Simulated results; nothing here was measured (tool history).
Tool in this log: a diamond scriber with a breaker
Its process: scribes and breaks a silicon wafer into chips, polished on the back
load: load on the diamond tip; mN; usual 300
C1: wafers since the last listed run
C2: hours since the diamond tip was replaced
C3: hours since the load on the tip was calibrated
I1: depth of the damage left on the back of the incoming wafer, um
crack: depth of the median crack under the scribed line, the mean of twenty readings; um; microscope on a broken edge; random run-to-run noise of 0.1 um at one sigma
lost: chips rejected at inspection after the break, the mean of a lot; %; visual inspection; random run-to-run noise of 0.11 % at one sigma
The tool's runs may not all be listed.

{"run": 1, "hour": 0.0, "load": 340, "C1": 0, "C2": 24.7, "C3": 711.5, "I1": 0.04, "crack": 10.37, "lost": 14.2}
{"run": 2, "hour": 36.6, "load": 340, "C1": 83, "C2": 61.3, "C3": 748.1, "I1": 0.02, "crack": 10.3, "lost": 12.59}
{"run": 3, "hour": 44.5, "load": 300, "C1": 18, "C2": 69.2, "C3": 756.0, "I1": 0.02, "crack": 8.87, "lost": 3.22}
{"run": 4, "hour": 54.6, "load": 300, "C1": 23, "C2": 79.3, "C3": 766.1, "I1": 0.03, "crack": 8.94, "lost": 3.22}
{"run": 5, "hour": 68.6, "load": 300, "C1": 32, "C2": 93.3, "C3": 780.1, "I1": 0.04, "crack": 8.77, "lost": 2.97}
{"run": 6, "hour": 78.8, "load": 357, "C1": 23, "C2": 103.5, "C3": 790.3, "I1": 0.02, "crack": 10.43, "lost": 17.46}
{"run": 7, "hour": 87.5, "load": 357, "C1": 19, "C2": 112.2, "C3": 799.0, "I1": 0.04, "crack": 10.65, "lost": 15.47}
{"run": 8, "hour": 99.9, "load": 357, "C1": 28, "C2": 124.6, "C3": 811.4, "I1": 0.04, "crack": 10.74, "lost": 14.98}
{"run": 9, "hour": 110.2, "load": 300, "C1": 23, "C2": 134.9, "C3": 821.7, "I1": 0.01, "crack": 8.76, "lost": 2.28}
{"run": 10, "hour": 123.1, "load": 300, "C1": 29, "C2": 147.8, "C3": 834.6, "I1": 0.02, "crack": 8.67, "lost": 2.51}
{"run": 11, "hour": 139.0, "load": 300, "C1": 36, "C2": 163.7, "C3": 850.5, "I1": 0.02, "crack": 8.56, "lost": 2.32}
{"run": 12, "hour": 150.0, "load": 255, "C1": 25, "C2": 174.7, "C3": 861.5, "I1": 0.04, "crack": 7.28, "lost": 8.84}
{"run": 13, "hour": 163.4, "load": 271, "C1": 30, "C2": 188.1, "C3": 874.9, "I1": 0.02, "crack": 7.71, "lost": 4.42}
{"run": 14, "hour": 171.6, "load": 271, "C1": 18, "C2": 196.3, "C3": 883.1, "I1": 0.02, "crack": 7.53, "lost": 4.7}
{"run": 15, "hour": 187.0, "load": 271, "C1": 35, "C2": 211.7, "C3": 898.5, "I1": 0.04, "crack": 7.57, "lost": 4.74}
{"run": 16, "hour": 204.2, "load": 300, "C1": 39, "C2": 228.9, "C3": 915.7, "I1": 0.01, "crack": 8.53, "lost": 1.93}
{"run": 17, "hour": 219.4, "load": 331, "C1": 34, "C2": 244.1, "C3": 930.9, "I1": 0.03, "crack": 9.41, "lost": 5.55}
{"run": 18, "hour": 236.9, "load": 329, "C1": 40, "C2": 261.6, "C3": 948.4, "I1": 0.03, "crack": 9.05, "lost": 4.59}
{"run": 19, "hour": 247.2, "load": 329, "C1": 23, "C2": 271.9, "C3": 958.7, "I1": 0.01, "crack": 9.25, "lost": 4.24}
{"run": 20, "hour": 258.1, "load": 300, "C1": 24, "C2": 282.8, "C3": 969.6, "I1": 0.04, "crack": 8.13, "lost": 2.14}
{"run": 21, "hour": 265.5, "load": 342, "C1": 16, "C2": 290.2, "C3": 977.0, "I1": 0.05, "crack": 9.5, "lost": 6.17}
{"run": 22, "hour": 271.8, "load": 344, "C1": 14, "C2": 296.5, "C3": 983.3, "I1": 0.04, "crack": 9.25, "lost": 6.9}
{"run": 23, "hour": 284.3, "load": 326, "C1": 28, "C2": 309.0, "C3": 995.8, "I1": 0.01, "crack": 8.97, "lost": 3.18}
{"run": 24, "hour": 301.6, "load": 220, "C1": 39, "C2": 326.3, "C3": 1013.1, "I1": 0.01, "crack": 5.61, "lost": 39.7}
{"hour": 314.2, "done": "diamond tip replaced by a new one"}
{"run": 25, "hour": 343.9, "load": 266, "C1": 92, "C2": 29.7, "C3": 1055.4, "I1": 0.03, "crack": 8.15, "lost": 1.89}
{"run": 26, "hour": 350.2, "load": 376, "C1": 14, "C2": 36.0, "C3": 1061.7, "I1": 0.04, "crack": 11.73, "lost": 28.45}
{"run": 27, "hour": 364.8, "load": 254, "C1": 33, "C2": 50.6, "C3": 1076.3, "I1": 0.04, "crack": 7.77, "lost": 4.14}
{"run": 28, "hour": 374.3, "load": 260, "C1": 21, "C2": 60.1, "C3": 1085.8, "I1": 0.03, "crack": 7.91, "lost": 2.97}
{"run": 29, "hour": 386.8, "load": 390, "C1": 28, "C2": 72.6, "C3": 1098.3, "I1": 0.01, "crack": 11.92, "lost": 33.62}
{"hour": 389.0, "done": "load on the tip recalibrated"}
{"run": 30, "hour": 402.3, "load": 247, "C1": 30, "C2": 88.1, "C3": 13.3, "I1": 0.02, "crack": 6.42, "lost": 21.08}
{"run": 31, "hour": 417.7, "load": 270, "C1": 35, "C2": 103.5, "C3": 28.7, "I1": 0.02, "crack": 7.11, "lost": 8.93}
{"run": 32, "hour": 424.3, "load": 217, "C1": 15, "C2": 110.1, "C3": 35.3, "I1": 0.05, "crack": 5.44, "lost": 46.37}
{"run": 33, "hour": 432.5, "load": 364, "C1": 18, "C2": 118.3, "C3": 43.5, "I1": 0.02, "crack": 9.79, "lost": 8.8}
{"run": 34, "hour": 445.5, "load": 300, "C1": 29, "C2": 131.3, "C3": 56.5, "I1": 0.01, "crack": 7.92, "lost": 2.77}
{"run": 35, "hour": 453.8, "load": 383, "C1": 19, "C2": 139.6, "C3": 64.8, "I1": 0.04, "crack": 10.48, "lost": 11.69}
{"run": 36, "hour": 468.6, "load": 300, "C1": 33, "C2": 154.4, "C3": 79.6, "I1": 0.04, "crack": 7.89, "lost": 2.92}
{"run": 37, "hour": 484.0, "load": 359, "C1": 35, "C2": 169.8, "C3": 95.0, "I1": 0.05, "crack": 9.51, "lost": 6.73}
{"run": 38, "hour": 500.2, "load": 327, "C1": 37, "C2": 186.0, "C3": 111.2, "I1": 0.02, "crack": 8.37, "lost": 2.21}
{"run": 39, "hour": 506.6, "load": 357, "C1": 14, "C2": 192.4, "C3": 117.6, "I1": 0.04, "crack": 9.49, "lost": 5.33}
{"run": 40, "hour": 518.9, "load": 247, "C1": 28, "C2": 204.7, "C3": 129.9, "I1": 0.04, "crack": 6.16, "lost": 24.06}
{"run": 41, "hour": 534.9, "load": 382, "C1": 36, "C2": 220.7, "C3": 145.9, "I1": 0.04, "crack": 10.06, "lost": 10.13}

The tool's hidden state at each run:
H1: share of the diamond tip's cutting effectiveness lost through wear, %
H2: deviation of the load on the tip from its setpoint, %
run=1 H1=2.28 H2=9.15
run=2 H1=4.46 H2=9.58
run=3 H1=4.93 H2=9.68
run=4 H1=5.53 H2=9.8
run=5 H1=6.37 H2=9.96
run=6 H1=6.98 H2=10.1
run=7 H1=7.49 H2=10.2
run=8 H1=8.23 H2=10.3
run=9 H1=8.85 H2=10.5
run=10 H1=9.62 H2=10.6
run=11 H1=10.6 H2=10.8
run=12 H1=11.2 H2=10.9
run=13 H1=12 H2=11.1
run=14 H1=12.5 H2=11.2
run=15 H1=13.4 H2=11.4
run=16 H1=14.5 H2=11.6
run=17 H1=15.4 H2=11.7
run=18 H1=16.4 H2=12
run=19 H1=17 H2=12.1
run=20 H1=17.7 H2=12.2
run=21 H1=18.1 H2=12.3
run=22 H1=18.5 H2=12.4
run=23 H1=19.2 H2=12.5
run=24 H1=20.3 H2=12.7
run=25 H1=2.33 H2=13.2
run=26 H1=2.71 H2=13.3
run=27 H1=3.58 H2=13.5
run=28 H1=4.14 H2=13.6
run=29 H1=4.89 H2=13.7
run=30 H1=5.81 H2=0.467
run=31 H1=6.73 H2=0.649
run=32 H1=7.12 H2=0.728
run=33 H1=7.61 H2=0.825
run=34 H1=8.39 H2=0.979
run=35 H1=8.88 H2=1.08
run=36 H1=9.76 H2=1.25
run=37 H1=10.7 H2=1.44
run=38 H1=11.6 H2=1.63
run=39 H1=12 H2=1.7
run=40 H1=12.8 H2=1.85
run=41 H1=13.7 H2=2.04
